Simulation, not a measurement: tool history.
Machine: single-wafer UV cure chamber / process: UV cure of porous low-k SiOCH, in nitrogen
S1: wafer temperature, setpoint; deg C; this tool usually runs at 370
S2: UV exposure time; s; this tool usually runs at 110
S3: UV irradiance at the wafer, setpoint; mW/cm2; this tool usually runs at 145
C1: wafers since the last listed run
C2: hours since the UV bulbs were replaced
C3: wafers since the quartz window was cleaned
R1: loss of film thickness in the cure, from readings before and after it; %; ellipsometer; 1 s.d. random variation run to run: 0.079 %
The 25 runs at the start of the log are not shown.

{"run": 26, "hour": 641.1, "S1": 383, "S2": 135, "S3": 126, "C1": 104, "C2": 91.3, "C3": 1356, "R1": 9.107}
{"run": 27, "hour": 673.5, "S1": 389, "S2": 60, "S3": 145, "C1": 208, "C2": 123.7, "C3": 1565, "R1": 6.689}
{"run": 28, "hour": 693.3, "S1": 383, "S2": 135, "S3": 145, "C1": 127, "C2": 143.5, "C3": 1692, "R1": 9.707}
{"run": 29, "hour": 712.2, "S1": 370, "S2": 110, "S3": 145, "C1": 121, "C2": 162.4, "C3": 1813, "R1": 8.646}
{"run": 30, "hour": 738.0, "S1": 370, "S2": 165, "S3": 119, "C1": 165, "C2": 188.2, "C3": 1979, "R1": 9.411}
{"run": 31, "hour": 753.4, "S1": 370, "S2": 110, "S3": 133, "C1": 99, "C2": 203.6, "C3": 2078, "R1": 8.307}
{"run": 32, "hour": 814.7, "S1": 370, "S2": 110, "S3": 145, "C1": 394, "C2": 264.9, "C3": 2473, "R1": 8.539}
{"run": 33, "hour": 848.1, "S1": 370, "S2": 110, "S3": 166, "C1": 214, "C2": 298.3, "C3": 2688, "R1": 8.884}
{"run": 34, "hour": 873.9, "S1": 370, "S2": 55, "S3": 161, "C1": 165, "C2": 324.1, "C3": 2854, "R1": 6.252}
{"run": 35, "hour": 905.5, "S1": 383, "S2": 130, "S3": 110, "C1": 203, "C2": 355.7, "C3": 3057, "R1": 8.237}

3 ways to go on from here, each from the tool as it stands after run 35. What would each give?
{"run": "A", "hour": 906.0, "S1": 370, "S2": 110, "S3": 145, "C1": 3, "C2": 356.2, "C3": 3060, "R1": "?"}
{"run": "B", "hour": 906.0, "S1": 376, "S2": 110, "S3": 114, "C1": 3, "C2": 356.2, "C3": 3060, "R1": "?"}
{"run": "C", "hour": 906.0, "S1": 386, "S2": 45, "S3": 145, "C1": 3, "C2": 356.2, "C3": 3060, "R1": "?"}

run=A R1=8.377
run=B R1=7.534
run=C R1=5.289
Without the tool's unlogged condition, the same runs would have read:
run=A R1=8.957
run=B R1=8.100
run=C R1=5.796
